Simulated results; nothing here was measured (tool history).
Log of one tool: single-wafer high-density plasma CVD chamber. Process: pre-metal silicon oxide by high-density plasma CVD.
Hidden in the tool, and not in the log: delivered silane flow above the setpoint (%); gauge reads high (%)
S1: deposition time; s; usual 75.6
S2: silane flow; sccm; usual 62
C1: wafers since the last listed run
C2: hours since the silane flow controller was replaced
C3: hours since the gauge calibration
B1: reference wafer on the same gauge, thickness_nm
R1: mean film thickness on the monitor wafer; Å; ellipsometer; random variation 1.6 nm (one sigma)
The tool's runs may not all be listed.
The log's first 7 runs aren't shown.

Run 8, hour 619.7: usual settings but S1 78.8 s, S2 52 sccm; C1 928; C2 1518.1; C3 373.3; B1 498.944. Result: R1 4076.05 Å.
Run 9, hour 671.7: usual settings; C1 495; C2 1570.1; C3 425.3; B1 498.452. Result: R1 4670.49 Å.
Run 10, hour 714.3: usual settings; C1 406; C2 1612.7; C3 467.9; B1 499.281. Result: R1 4625.58 Å.
At hour 765.2: silane flow controller replaced.
Run 11, hour 794.9: usual settings; C1 692; C2 29.7; C3 548.5; B1 499.056. Result: R1 4848.77 Å.
Run 12, hour 870.9: usual settings; C1 724; C2 105.7; C3 624.5; B1 498.394. Result: R1 4827.75 Å.
Run 13, hour 929.9: usual settings; C1 562; C2 164.7; C3 683.5; B1 498.656. Result: R1 4808.55 Å.
Run 14, hour 1021.4: usual settings; C1 872; C2 256.2; C3 775.0; B1 498.917. Result: R1 4830.34 Å.
Run 15, hour 1073.5: usual settings; C1 496; C2 308.3; C3 827.1; B1 499.032. Result: R1 4838.30 Å.
Run 16, hour 1123.8: usual settings but S1 63.6 s, S2 67 sccm; C1 479; C2 358.6; C3 877.4; B1 498.731. Result: R1 4339.91 Å.
Run 17, hour 1159.8: usual settings but S1 71.2 s, S2 54 sccm; C1 343; C2 394.6; C3 913.4; B1 498.787. Result: R1 3948.53 Å.
Run 18, hour 1253.3: usual settings; C1 891; C2 488.1; C3 1006.9; B1 498.468. Result: R1 4802.31 Å.
Run 19, hour 1299.4: usual settings but S2 65 sccm; C1 439; C2 534.2; C3 1053.0; B1 499.438. Result: R1 5001.08 Å.
Run 20, hour 1346.7: usual settings but S1 63.2 s, S2 65 sccm; C1 451; C2 581.5; C3 1100.3; B1 498.618. Result: R1 4169.66 Å.
Run 21, hour 1420.1: usual settings; C1 700; C2 654.9; C3 1173.7; B1 498.342. Result: R1 4793.10 Å.
Run 22, hour 1513.2: usual settings; C1 888; C2 748.0; C3 1266.8; B1 498.894. Result: R1 4808.10 Å.
Run 23, hour 1572.4: usual settings but S1 83.4 s, S2 66 sccm; C1 564; C2 807.2; C3 1326.0; B1 499.411. Result: R1 5578.13 Å.
Run 24, hour 1631.2: usual settings but S1 78.8 s, S2 52 sccm; C1 560; C2 866.0; C3 1384.8; B1 499.228. Result: R1 4134.18 Å.
At hour 1644.5: gauge calibrated.
Run 25, hour 1694.4: usual settings but S1 71.0 s, S2 72 sccm; C1 602; C2 929.2; C3 49.9; B1 498.715. Result: R1 5201.56 Å.
Run 26, hour 1755.9: usual settings but S1 71.2 s, S2 53 sccm; C1 586; C2 990.7; C3 111.4; B1 499.094. Result: R1 3818.12 Å.
Run 27, hour 1829.2: usual settings; C1 699; C2 1064.0; C3 184.7; B1 499.123. Result: R1 4747.58 Å.
Run 28, hour 1885.4: usual settings; C1 536; C2 1120.2; C3 240.9; B1 498.818. Result: R1 4755.32 Å.
Run 29, hour 1992.1: usual settings but S2 69 sccm; C1 1017; C2 1226.9; C3 347.6; B1 498.722. Result: R1 5245.05 Å.
Run 30, hour 2060.5: usual settings but S1 85.9 s, S2 54 sccm; C1 652; C2 1295.3; C3 416.0; B1 498.698. Result: R1 4645.92 Å.
Run 31, hour 2157.4: usual settings but S2 56 sccm; C1 924; C2 1392.2; C3 512.9; B1 498.995. Result: R1 4248.47 Å.

Forecast each of these 5 alternatives for the next run:
Run A, hour 2157.8: usual settings but S2 71 sccm; C1 3; C2 1392.6; C3 513.3; B1 ?. Result: R1 ?.
Run B, hour 2157.8: usual settings but S1 69.4 s, S2 55 sccm; C1 3; C2 1392.6; C3 513.3; B1 ?. Result: R1 ?.
Run C, hour 2157.8: usual settings but S1 88.2 s, S2 56 sccm; C1 3; C2 1392.6; C3 513.3; B1 ?. Result: R1 ?.
Run D, hour 2157.8: usual settings but S1 61.2 s, S2 72 sccm; C1 3; C2 1392.6; C3 513.3; B1 ?. Result: R1 ?.
Run E, hour 2157.8: usual settings but S1 83.8 s; C1 3; C2 1392.6; C3 513.3; B1 ?. Result: R1 ?.

run       B1       R1
  A  499.140  5401.29
  B  499.140  3840.96
  C  499.140  4970.20
  D  499.140  4434.06
  E  499.140  5228.21
Without the tool's hidden state the same runs would have given:
run       R1
  A  5564.50
  B  3957.02
  C  5120.39
  D  4568.04
  E  5386.19
